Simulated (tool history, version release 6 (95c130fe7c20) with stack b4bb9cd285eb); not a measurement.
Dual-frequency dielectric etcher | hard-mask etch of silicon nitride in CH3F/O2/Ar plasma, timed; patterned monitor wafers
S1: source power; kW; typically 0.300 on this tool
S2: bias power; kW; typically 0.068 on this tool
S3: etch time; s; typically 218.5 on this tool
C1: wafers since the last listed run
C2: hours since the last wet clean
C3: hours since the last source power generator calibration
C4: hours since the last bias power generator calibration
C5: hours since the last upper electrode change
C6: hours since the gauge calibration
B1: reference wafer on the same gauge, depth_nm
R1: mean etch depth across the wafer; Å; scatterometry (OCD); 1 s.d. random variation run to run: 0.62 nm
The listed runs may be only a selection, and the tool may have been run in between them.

{"run": 1, "hour": 0.0, "S1": 0.27, "S2": 0.068, "S3": 190.5, "C1": 0, "C2": 208.2, "C3": 1946.1, "C4": 1345.6, "C5": 1938.9, "C6": 698.6, "B1": 118.9, "R1": 1148}
{"run": 2, "hour": 62.7, "S1": 0.32, "S2": 0.068, "S3": 218.5, "C1": 287, "C2": 270.9, "C3": 2008.8, "C4": 1408.3, "C5": 2001.6, "C6": 761.3, "B1": 119.1, "R1": 1410}
{"run": 3, "hour": 117.1, "S1": 0.32, "S2": 0.068, "S3": 218.5, "C1": 249, "C2": 325.3, "C3": 2063.2, "C4": 1462.7, "C5": 2056.0, "C6": 815.7, "B1": 118.9, "R1": 1409}
{"run": 4, "hour": 172.1, "S1": 0.32, "S2": 0.068, "S3": 218.5, "C1": 252, "C2": 380.3, "C3": 2118.2, "C4": 1517.7, "C5": 2111.0, "C6": 870.7, "B1": 119.2, "R1": 1414}
{"run": 5, "hour": 239.6, "S1": 0.3, "S2": 0.068, "S3": 218.5, "C1": 309, "C2": 447.8, "C3": 2185.7, "C4": 1585.2, "C5": 2178.5, "C6": 938.2, "B1": 118.8, "R1": 1384}
{"run": 6, "hour": 270.4, "S1": 0.25, "S2": 0.081, "S3": 218.5, "C1": 141, "C2": 478.6, "C3": 2216.5, "C4": 1616.0, "C5": 2209.3, "C6": 969.0, "B1": 118.8, "R1": 1351}
{"run": 7, "hour": 312.5, "S1": 0.3, "S2": 0.068, "S3": 199.5, "C1": 193, "C2": 520.7, "C3": 2258.6, "C4": 1658.1, "C5": 2251.4, "C6": 1011.1, "B1": 119.0, "R1": 1255}
{"run": 8, "hour": 340.2, "S1": 0.3, "S2": 0.068, "S3": 218.5, "C1": 127, "C2": 548.4, "C3": 2286.3, "C4": 1685.8, "C5": 2279.1, "C6": 1038.8, "B1": 119.2, "R1": 1382}
{"run": 9, "hour": 409.4, "S1": 0.3, "S2": 0.068, "S3": 218.5, "C1": 317, "C2": 617.6, "C3": 2355.5, "C4": 1755.0, "C5": 2348.3, "C6": 1108.0, "B1": 119.0, "R1": 1389}
{"hour": 444.8, "done": "wet clean of the chamber"}
{"run": 10, "hour": 476.0, "S1": 0.3, "S2": 0.068, "S3": 218.5, "C1": 195, "C2": 31.2, "C3": 2422.1, "C4": 1821.6, "C5": 2414.9, "C6": 1174.6, "B1": 119.2, "R1": 1368}
{"run": 11, "hour": 513.4, "S1": 0.3, "S2": 0.068, "S3": 218.5, "C1": 171, "C2": 68.6, "C3": 2459.5, "C4": 1859.0, "C5": 2452.3, "C6": 1212.0, "B1": 119.1, "R1": 1360}
{"hour": 518.0, "done": "gauge calibrated"}
{"run": 12, "hour": 562.6, "S1": 0.3, "S2": 0.068, "S3": 218.5, "C1": 225, "C2": 117.8, "C3": 2508.7, "C4": 1908.2, "C5": 2501.5, "C6": 44.6, "B1": 118.8, "R1": 1361}
{"run": 13, "hour": 621.9, "S1": 0.3, "S2": 0.068, "S3": 260.5, "C1": 271, "C2": 177.1, "C3": 2568.0, "C4": 1967.5, "C5": 2560.8, "C6": 103.9, "B1": 119.2, "R1": 1632}
{"hour": 643.1, "done": "bias power generator calibrated"}
{"run": 14, "hour": 657.0, "S1": 0.3, "S2": 0.068, "S3": 218.5, "C1": 142, "C2": 212.2, "C3": 2603.1, "C4": 13.9, "C5": 2595.9, "C6": 139.0, "B1": 118.8, "R1": 1364}
{"run": 15, "hour": 695.3, "S1": 0.3, "S2": 0.068, "S3": 218.5, "C1": 175, "C2": 250.5, "C3": 2641.4, "C4": 52.2, "C5": 2634.2, "C6": 177.3, "B1": 119.1, "R1": 1361}
{"run": 16, "hour": 733.2, "S1": 0.3, "S2": 0.068, "S3": 187.5, "C1": 173, "C2": 288.4, "C3": 2679.3, "C4": 90.1, "C5": 2672.1, "C6": 215.2, "B1": 119.0, "R1": 1175}
{"run": 17, "hour": 761.6, "S1": 0.3, "S2": 0.068, "S3": 177.0, "C1": 130, "C2": 316.8, "C3": 2707.7, "C4": 118.5, "C5": 2700.5, "C6": 243.6, "B1": 119.0, "R1": 1112}
{"run": 18, "hour": 793.7, "S1": 0.37, "S2": 0.061, "S3": 278.0, "C1": 147, "C2": 348.9, "C3": 2739.8, "C4": 150.6, "C5": 2732.6, "C6": 275.7, "B1": 119.0, "R1": 1859}
{"hour": 819.2, "done": "upper electrode replaced"}
{"run": 19, "hour": 832.8, "S1": 0.3, "S2": 0.068, "S3": 180.0, "C1": 69, "C2": 388.0, "C3": 2778.9, "C4": 189.7, "C5": 13.6, "C6": 314.8, "B1": 119.0, "R1": 1143}
{"hour": 857.1, "done": "source power generator calibrated"}
{"run": 20, "hour": 895.1, "S1": 0.3, "S2": 0.068, "S3": 218.5, "C1": 267, "C2": 450.3, "C3": 38.0, "C4": 252.0, "C5": 75.9, "C6": 377.1, "B1": 119.1, "R1": 1367}
{"run": 21, "hour": 956.4, "S1": 0.3, "S2": 0.062, "S3": 167.5, "C1": 281, "C2": 511.6, "C3": 99.3, "C4": 313.3, "C5": 137.2, "C6": 438.4, "B1": 119.0, "R1": 1027}
{"run": 22, "hour": 1013.5, "S1": 0.3, "S2": 0.068, "S3": 218.5, "C1": 261, "C2": 568.7, "C3": 156.4, "C4": 370.4, "C5": 194.3, "C6": 495.5, "B1": 118.9, "R1": 1387}
{"hour": 1072.7, "done": "wet clean of the chamber"}
{"run": 23, "hour": 1073.2, "S1": 0.3, "S2": 0.068, "S3": 218.5, "C1": 163, "C2": 0.5, "C3": 216.1, "C4": 430.1, "C5": 254.0, "C6": 555.2, "B1": 119.2, "R1": 1361}
{"run": 24, "hour": 1118.4, "S1": 0.3, "S2": 0.076, "S3": 218.5, "C1": 207, "C2": 45.7, "C3": 261.3, "C4": 475.3, "C5": 299.2, "C6": 600.4, "B1": 119.2, "R1": 1393}
{"run": 25, "hour": 1143.6, "S1": 0.34, "S2": 0.084, "S3": 159.5, "C1": 115, "C2": 70.9, "C3": 286.5, "C4": 500.5, "C5": 324.4, "C6": 625.6, "B1": 118.8, "R1": 1090}
{"run": 26, "hour": 1175.9, "S1": 0.37, "S2": 0.079, "S3": 198.0, "C1": 148, "C2": 103.2, "C3": 318.8, "C4": 532.8, "C5": 356.7, "C6": 657.9, "B1": 118.9, "R1": 1389}
{"run": 27, "hour": 1240.1, "S1": 0.3, "S2": 0.068, "S3": 218.5, "C1": 294, "C2": 167.4, "C3": 383.0, "C4": 597.0, "C5": 420.9, "C6": 722.1, "B1": 119.1, "R1": 1372}
{"run": 28, "hour": 1278.8, "S1": 0.3, "S2": 0.068, "S3": 218.5, "C1": 177, "C2": 206.1, "C3": 421.7, "C4": 635.7, "C5": 459.6, "C6": 760.8, "B1": 119.0, "R1": 1370}
{"run": 29, "hour": 1342.1, "S1": 0.3, "S2": 0.068, "S3": 218.5, "C1": 290, "C2": 269.4, "C3": 485.0, "C4": 699.0, "C5": 522.9, "C6": 824.1, "B1": 119.0, "R1": 1373}
{"run": 30, "hour": 1379.5, "S1": 0.24, "S2": 0.078, "S3": 218.5, "C1": 171, "C2": 306.8, "C3": 522.4, "C4": 736.4, "C5": 560.3, "C6": 861.5, "B1": 119.3, "R1": 1298}

Branching from run 30: 3 alternative next runs. What would each branch give?
{"run": "A", "hour": 1380.0, "S1": 0.3, "S2": 0.068, "S3": 218.5, "C1": 2, "C2": 307.3, "C3": 522.9, "C4": 736.9, "C5": 560.8, "C6": 862.0, "B1": "?", "R1": "?"}
{"run": "B", "hour": 1380.0, "S1": 0.27, "S2": 0.054, "S3": 259.5, "C1": 2, "C2": 307.3, "C3": 522.9, "C4": 736.9, "C5": 560.8, "C6": 862.0, "B1": "?", "R1": "?"}
{"run": "C", "hour": 1380.0, "S1": 0.3, "S2": 0.068, "S3": 193.5, "C1": 2, "C2": 307.3, "C3": 522.9, "C4": 736.9, "C5": 560.8, "C6": 862.0, "B1": "?", "R1": "?"}

run=A B1=118.8 R1=1377
run=B B1=118.8 R1=1498
run=C B1=118.8 R1=1219
Had the tool no hidden state, the same runs would have come out as:
run=A R1=1363
run=B R1=1484
run=C R1=1207
